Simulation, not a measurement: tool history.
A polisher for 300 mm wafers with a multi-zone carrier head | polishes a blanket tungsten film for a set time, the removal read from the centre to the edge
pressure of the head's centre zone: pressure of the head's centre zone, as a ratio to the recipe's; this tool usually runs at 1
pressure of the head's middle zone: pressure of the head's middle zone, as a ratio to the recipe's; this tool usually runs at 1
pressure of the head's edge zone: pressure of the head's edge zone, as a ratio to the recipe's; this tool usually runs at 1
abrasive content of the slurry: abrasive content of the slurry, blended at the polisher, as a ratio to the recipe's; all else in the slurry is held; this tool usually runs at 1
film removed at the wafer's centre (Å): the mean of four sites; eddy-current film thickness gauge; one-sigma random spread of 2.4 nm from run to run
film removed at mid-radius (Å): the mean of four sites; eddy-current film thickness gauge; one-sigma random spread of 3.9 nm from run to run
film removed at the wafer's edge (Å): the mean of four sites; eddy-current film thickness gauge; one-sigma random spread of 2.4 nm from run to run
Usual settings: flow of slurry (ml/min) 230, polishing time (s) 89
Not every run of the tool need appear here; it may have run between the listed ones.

run   hour  flow of slurry (ml/min)  pressure of the head's centre zone  pressure of the head's middle zone  pressure of the head's edge zone  abrasive content of the slurry  polishing time (s)  wafers since the last listed run  wafers polished on this pad  hours since the slurry nozzle was cleaned  hours since the centre zone pressure was calibrated  hours since the edge zone pressure was calibrated  hours since the carrier head's membrane was replaced  incoming thickness of the incoming film, nm  film removed at the wafer's centre (Å)  film removed at mid-radius (Å)  film removed at the wafer's edge (Å)
  1      0                      230                                   1                                   1                                 1                               1                  89                                 0                          584                                      321.1                                               1071.8                                              864.1                                                1453.9                                        945.8                                    3539                            3598                                  3690
  2   12.1                      230                                   1                                   1                                 1                               1                  89                               119                          704                                      333.2                                               1083.9                                              876.2                                                  1466                                        940.8                                    3565                            3569                                  3666
  3     21                      230                                   1                                   1                                 1                               1                  89                                87                          792                                      342.1                                               1092.8                                              885.1                                                1474.9                                        929.6                                    3527                            3500                                  3632
      33.2  -- worn pad replaced by a new one
  4     37                      230                                   1                                   1                                 1                            1.15                  89                               118                           37                                      358.1                                               1108.8                                              901.1                                                1490.9                                        927.5                                    3780                            3861                                  3899
  5   43.8                      230                                   1                                   1                                 1                            1.15                  89                                67                          104                                      364.9                                               1115.6                                              907.9                                                1497.7                                        935.1                                    3806                            3815                                  3880
  6   61.7                      230                                   1                                   1                                 1                               1                  89                               176                          281                                      382.8                                               1133.5                                              925.8                                                1515.6                                        941.6                                    3655                            3706                                  3740
  7   72.7                      230                                   1                                   1                                 1                               1                  89                               108                          390                                      393.8                                               1144.5                                              936.8                                                1526.6                                        912.2                                    3613                            3662                                  3696
  8   83.6                      230                                   1                                   1                                 1                               1                  89                               107                          498                                      404.7                                               1155.4                                              947.7                                                1537.5                                        929.1                                    3607                            3667                                  3670
  9   99.5                      230                                   1                                   1                                 1                               1                  89                               157                          655                                      420.6                                               1171.3                                              963.6                                                1553.4                                        924.8                                    3578                            3600                                  3693
     112.9  -- centre zone pressure recalibrated
 10  113.4                      230                                   1                                   1                                 1                               1                  89                               117                          772                                      434.5                                                  0.5                                              977.5                                                1567.3                                        931.5                                    3539                            3512                                  3665
     119.9  -- worn pad replaced by a new one
 11  125.4                      175                                   1                                   1                                 1                            1.15                  89                                79                           54                                      446.5                                                 12.5                                              989.5                                                1579.3                                          934                                    3317                            3333                                  3523
     135.3  -- slurry nozzle cleaned
 12  135.8                      230                                   1                                0.94                              0.94                               1                  89                                92                          147                                        0.5                                                 22.9                                              999.9                                                1589.7                                        921.4                                    3362                            3183                                  3391
 13  152.4                      290                                   1                                   1                                 1                               1                 104                               164                          311                                       17.1                                                 39.5                                             1016.5                                                1606.3                                        935.1                                    4053                            4108                                  4090
 14  158.5                      230                                   1                                   1                                 1                               1                  89                                60                          371                                       23.2                                                 45.6                                             1022.6                                                1612.4                                        918.5                                    3359                            3365                                  3460
     162.9  -- edge zone pressure recalibrated
     174.6  -- worn pad replaced by a new one, repeated, since the last time left the tool worse
     179.4  -- carrier head's membrane replaced by a new one
 15  179.9                      230                                   1                                0.92                              0.94                            1.25                 109                               104                            5                                       44.6                                                   67                                                 17                                                   0.5                                        942.3                                    4748                            4544                                  4863
 16  180.2                      230                                   1                                   1                                 1                               1                  89                                 2                            8                                       44.9                                                 67.3                                               17.3                                                   0.8                                        928.8                                    3665                            3725                                  3813

Forecast run 17:
 17  196.6                      280                                1.07                                   1                                 1                               1                  69                               162                          170                                       61.3                                                 83.7                                               33.7                                                  17.2                                        919.1                                       ?                               ?                                     ?

{"run 17": {"film removed at the wafer's centre (Å)": 3109, "film removed at mid-radius (Å)": 2956, "film removed at the wafer's edge (Å)": 2985}}
With the hidden condition absent and the run-to-run variation left alone, this run would have shown film removed at the wafer's centre (Å) 3119, film removed at mid-radius (Å) 2966, film removed at the wafer's edge (Å) 2995.
